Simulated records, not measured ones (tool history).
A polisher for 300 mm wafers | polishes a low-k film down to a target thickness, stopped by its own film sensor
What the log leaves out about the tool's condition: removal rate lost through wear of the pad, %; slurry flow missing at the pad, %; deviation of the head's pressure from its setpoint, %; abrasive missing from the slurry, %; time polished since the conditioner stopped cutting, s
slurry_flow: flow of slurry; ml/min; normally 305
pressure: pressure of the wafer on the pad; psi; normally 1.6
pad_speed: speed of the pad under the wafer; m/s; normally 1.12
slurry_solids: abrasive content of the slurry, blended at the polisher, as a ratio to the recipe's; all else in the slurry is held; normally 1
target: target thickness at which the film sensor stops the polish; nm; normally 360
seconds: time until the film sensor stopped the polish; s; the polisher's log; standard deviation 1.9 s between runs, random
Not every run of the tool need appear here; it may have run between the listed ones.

run     day  slurry_flow  pressure  pad_speed  slurry_solids  target  wafers since the last listed run  wafers polished on this pad  hours since the slurry nozzle was cleaned  hours since the head pressure was calibrated  hours since the slurry blender was calibrated  hours since the conditioning disc was replaced  incoming thickness of the incoming film, nm  seconds
  1       0          305       1.6       1.12              1     360                                 0                         1018                                      177.3                                         222.4                                           90.8                                             5.1                                        399.2    116.4
      0.625  -- worn pad replaced by a new one
  2   0.646          305       1.6       1.12              1     360                               106                            4                                      192.8                                         237.9                                          106.3                                            20.6                                        399.9      125
  3   0.917          305       1.6       1.32              1     360                                60                           65                                      199.3                                         244.4                                          112.8                                            27.1                                        400.4    108.8
  4   1.342          305       1.3       1.12              1     367                                94                          160                                      209.5                                         254.6                                            123                                            37.3                                        392.8     96.6
  5   1.754          305         2       1.12            0.8     360                                92                          252                                      219.4                                         264.5                                          132.9                                            47.2                                        403.2    128.7
  6   2.008          305       1.6       1.36              1     360                                56                          308                                      225.5                                         270.6                                            139                                            53.3                                        395.6       95
  7   2.579          200       1.6       0.74              1     372                               127                          436                                      239.2                                         284.3                                          152.7                                              67                                        403.7      141
  8   3.217          305       1.6       1.38              1     360                               142                          578                                      254.5                                         299.6                                            168                                            82.3                                        401.1    114.4
  9    3.85          305       1.6       1.12              1     349                               141                          720                                      269.7                                         314.8                                          183.2                                            97.5                                        404.8    175.6
 10   4.104          305       1.6       1.12              1     360                                56                          776                                      275.8                                         320.9                                          189.3                                           103.6                                        403.8    141.7
 11   4.562          305       1.6       1.34              1     360                               102                          879                                      286.8                                         331.9                                          200.3                                           114.6                                        404.7    129.4
      4.825  -- worn pad replaced by a new one
       5.25  -- slurry nozzle cleaned
       5.55  -- head pressure recalibrated
 12   6.258          305       1.6        1.5              1     360                               313                          292                                       24.2                                            17                                            241                                           155.3                                        392.2     84.7
 13   6.771          305       1.6       1.12              1     360                               114                          406                                       36.5                                          29.3                                          253.3                                           167.6                                          401    130.2
 14   7.479          305       1.6       1.12              1     360                               158                          564                                       53.5                                          46.3                                          270.3                                           184.6                                        399.7    132.6
 15   8.212          305       1.6       1.12              1     360                               163                          728                                       71.1                                          63.9                                          287.9                                           202.2                                        400.3    131.5
 16   8.792          305       1.6       0.94           0.75     360                               129                          857                                         85                                          77.8                                          301.8                                           216.1                                        398.4    176.3
 17   9.175          305       1.6       1.12              1     360                                85                          943                                       94.2                                            87                                            311                                           225.3                                        400.3    131.4
      9.379  -- worn pad replaced by a new one
 18   9.733          305       1.6       1.12           1.25     371                                87                           79                                      107.6                                         100.4                                          324.4                                           238.7                                        399.2     81.1
 19  10.029          220       1.6       1.12           1.25     360                                66                          145                                      114.7                                         107.5                                          331.5                                           245.8                                        400.1    125.2
 20  10.346          305       1.9       1.52           0.85     352                                70                          215                                      122.3                                         115.1                                          339.1                                           253.4                                        402.7    130.4
 21  10.758          305       1.6       1.12              1     360                                92                          307                                      132.2                                           125                                            349                                           263.3                                        398.2    123.2
 22  11.125          400       1.6       1.02           0.85     360                                81                          389                                        141                                         133.8                                          357.8                                           272.1                                        399.3    149.7
 23  11.854          305       1.6       1.12              1     367                               162                          552                                      158.5                                         151.3                                          375.3                                           289.6                                        403.6    122.3
 24  12.292          305       1.6       1.12              1     372                                97                          650                                        169                                         161.8                                          385.8                                           300.1                                        395.9     78.9
 25  12.975          305       1.6       1.12              1     360                               152                          802                                      185.4                                         178.2                                          402.2                                           316.5                                        399.3    132.2

Here are 5 independent what-if runs from the current tool condition. What would each one return?
  A  12.996          305       1.4       1.12              1     360                                 4                          807                                      185.9                                         178.7                                          402.7                                             317                                        397.8        ?
  B  12.996          305       1.2        1.4            1.2     373                                 4                          807                                      185.9                                         178.7                                          402.7                                             317                                        397.8        ?
  C  12.996          305       1.6        1.3            0.9     370                                 4                          807                                      185.9                                         178.7                                          402.7                                             317                                        397.8        ?
  D  12.996          305       1.6       1.42            0.7     346                                 4                          807                                      185.9                                         178.7                                          402.7                                             317                                        397.8        ?
  E  12.996          305       1.6       1.12              1     353                                 4                          807                                      185.9                                         178.7                                          402.7                                             317                                        397.8        ?

run  seconds
  A    144.2
  B       84
  C     91.3
  D    196.4
  E    151.8
What these runs would have given with no unlogged condition in the tool:
run  seconds
  A    124.9
  B     72.2
  C     76.4
  D    162.5
  E    129.5
